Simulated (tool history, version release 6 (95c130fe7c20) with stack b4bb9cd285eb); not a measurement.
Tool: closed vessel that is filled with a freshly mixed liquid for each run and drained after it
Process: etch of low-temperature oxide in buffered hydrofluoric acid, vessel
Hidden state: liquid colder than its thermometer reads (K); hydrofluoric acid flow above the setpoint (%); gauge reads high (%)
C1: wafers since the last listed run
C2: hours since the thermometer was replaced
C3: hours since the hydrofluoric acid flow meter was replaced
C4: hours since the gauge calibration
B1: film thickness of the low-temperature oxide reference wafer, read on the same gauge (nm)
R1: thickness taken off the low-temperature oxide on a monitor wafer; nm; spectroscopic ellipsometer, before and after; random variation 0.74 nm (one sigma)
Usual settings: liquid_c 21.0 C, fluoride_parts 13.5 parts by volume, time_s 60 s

{"run": 1, "day": 0.0, "liquid_c": 23.5, "fluoride_parts": 13.5, "time_s": 60, "C1": 0, "C2": 1292.8, "C3": 778.2, "C4": 876.6, "B1": 80.0, "R1": 107.36}
{"run": 2, "day": 0.958, "liquid_c": 23.0, "fluoride_parts": 13.5, "time_s": 60, "C1": 1465, "C2": 1315.8, "C3": 801.2, "C4": 899.6, "B1": 80.0, "R1": 105.03}
{"run": 3, "day": 2.0, "liquid_c": 21.0, "fluoride_parts": 13.5, "time_s": 60, "C1": 1592, "C2": 1340.8, "C3": 826.2, "C4": 924.6, "B1": 80.0, "R1": 92.23}
{"run": 4, "day": 4.758, "liquid_c": 21.0, "fluoride_parts": 13.5, "time_s": 60, "C1": 4217, "C2": 1407.0, "C3": 892.4, "C4": 990.8, "B1": 80.0, "R1": 93.91}
{"run": 5, "day": 5.908, "liquid_c": 21.0, "fluoride_parts": 17.5, "time_s": 80, "C1": 1758, "C2": 1434.6, "C3": 920.0, "C4": 1018.4, "B1": 80.0, "R1": 97.48}
{"run": 6, "day": 7.008, "liquid_c": 21.0, "fluoride_parts": 17.5, "time_s": 80, "C1": 1681, "C2": 1461.0, "C3": 946.4, "C4": 1044.8, "B1": 80.0, "R1": 96.16}
{"run": 7, "day": 7.671, "liquid_c": 21.0, "fluoride_parts": 17.5, "time_s": 80, "C1": 1012, "C2": 1476.9, "C3": 962.3, "C4": 1060.7, "B1": 80.0, "R1": 96.56}
{"run": 8, "day": 8.696, "liquid_c": 21.0, "fluoride_parts": 13.5, "time_s": 60, "C1": 1567, "C2": 1501.5, "C3": 986.9, "C4": 1085.3, "B1": 79.99, "R1": 93.7}
{"run": 9, "day": 11.104, "liquid_c": 21.0, "fluoride_parts": 13.5, "time_s": 60, "C1": 3682, "C2": 1559.3, "C3": 1044.7, "C4": 1143.1, "B1": 80.0, "R1": 94.06}
{"run": 10, "day": 11.733, "liquid_c": 21.0, "fluoride_parts": 13.5, "time_s": 60, "C1": 961, "C2": 1574.4, "C3": 1059.8, "C4": 1158.2, "B1": 80.0, "R1": 93.55}
{"run": 11, "day": 12.992, "liquid_c": 21.0, "fluoride_parts": 13.5, "time_s": 60, "C1": 1923, "C2": 1604.6, "C3": 1090.0, "C4": 1188.4, "B1": 79.99, "R1": 92.62}
{"run": 12, "day": 14.229, "liquid_c": 21.0, "fluoride_parts": 8.5, "time_s": 40, "C1": 1892, "C2": 1634.3, "C3": 1119.7, "C4": 1218.1, "B1": 79.97, "R1": 97.27}
{"run": 13, "day": 14.929, "liquid_c": 19.5, "fluoride_parts": 13.5, "time_s": 70, "C1": 1070, "C2": 1651.1, "C3": 1136.5, "C4": 1234.9, "B1": 79.99, "R1": 98.71}
{"day": 15.875, "done": "hydrofluoric acid flow meter replaced"}
{"run": 14, "day": 16.117, "liquid_c": 21.0, "fluoride_parts": 13.5, "time_s": 40, "C1": 1751, "C2": 1679.6, "C3": 5.8, "C4": 1263.4, "B1": 80.0, "R1": 58.16}
{"run": 15, "day": 17.262, "liquid_c": 21.0, "fluoride_parts": 11.0, "time_s": 60, "C1": 1751, "C2": 1707.1, "C3": 33.3, "C4": 1290.9, "B1": 79.99, "R1": 106.76}
{"run": 16, "day": 18.725, "liquid_c": 21.0, "fluoride_parts": 16.0, "time_s": 90, "C1": 2236, "C2": 1742.2, "C3": 68.4, "C4": 1326.0, "B1": 79.99, "R1": 112.42}
{"run": 17, "day": 19.938, "liquid_c": 25.0, "fluoride_parts": 15.5, "time_s": 95, "C1": 1853, "C2": 1771.3, "C3": 97.5, "C4": 1355.1, "B1": 80.01, "R1": 150.55}
{"run": 18, "day": 20.642, "liquid_c": 21.0, "fluoride_parts": 13.5, "time_s": 60, "C1": 1076, "C2": 1788.2, "C3": 114.4, "C4": 1372.0, "B1": 79.98, "R1": 87.15}
{"day": 21.367, "done": "gauge calibrated"}
{"run": 19, "day": 21.971, "liquid_c": 21.0, "fluoride_parts": 13.5, "time_s": 60, "C1": 2032, "C2": 1820.1, "C3": 146.3, "C4": 14.5, "B1": 80.01, "R1": 87.97}
{"day": 22.667, "done": "thermometer replaced"}
{"run": 20, "day": 22.792, "liquid_c": 21.0, "fluoride_parts": 13.5, "time_s": 30, "C1": 1191, "C2": 3.0, "C3": 166.0, "C4": 34.2, "B1": 79.97, "R1": 49.48}
{"run": 21, "day": 23.783, "liquid_c": 21.0, "fluoride_parts": 18.0, "time_s": 30, "C1": 1516, "C2": 26.8, "C3": 189.8, "C4": 58.0, "B1": 80.0, "R1": 37.21}
{"run": 22, "day": 24.938, "liquid_c": 23.5, "fluoride_parts": 13.5, "time_s": 30, "C1": 1764, "C2": 54.5, "C3": 217.5, "C4": 85.7, "B1": 80.0, "R1": 55.83}
{"run": 23, "day": 25.75, "liquid_c": 21.0, "fluoride_parts": 13.5, "time_s": 60, "C1": 1242, "C2": 74.0, "C3": 237.0, "C4": 105.2, "B1": 80.0, "R1": 97.66}
{"run": 24, "day": 27.121, "liquid_c": 21.0, "fluoride_parts": 13.5, "time_s": 60, "C1": 2095, "C2": 106.9, "C3": 269.9, "C4": 138.1, "B1": 79.98, "R1": 96.83}
{"run": 25, "day": 28.333, "liquid_c": 23.5, "fluoride_parts": 9.0, "time_s": 95, "C1": 1853, "C2": 136.0, "C3": 299.0, "C4": 167.2, "B1": 80.02, "R1": 255.46}
{"run": 26, "day": 29.508, "liquid_c": 21.0, "fluoride_parts": 11.5, "time_s": 40, "C1": 1796, "C2": 164.2, "C3": 327.2, "C4": 195.4, "B1": 79.99, "R1": 77.05}

The next listed run, before its measurement:
{"run": 27, "day": 30.45, "liquid_c": 25.5, "fluoride_parts": 13.5, "time_s": 85, "C1": 1439, "C2": 186.8, "C3": 349.8, "C4": 218.0, "B1": "?", "R1": "?"}

B1: 80.02
R1: 174.30 nm
Without the tool's hidden state the same run would have given R1 176.01 nm.
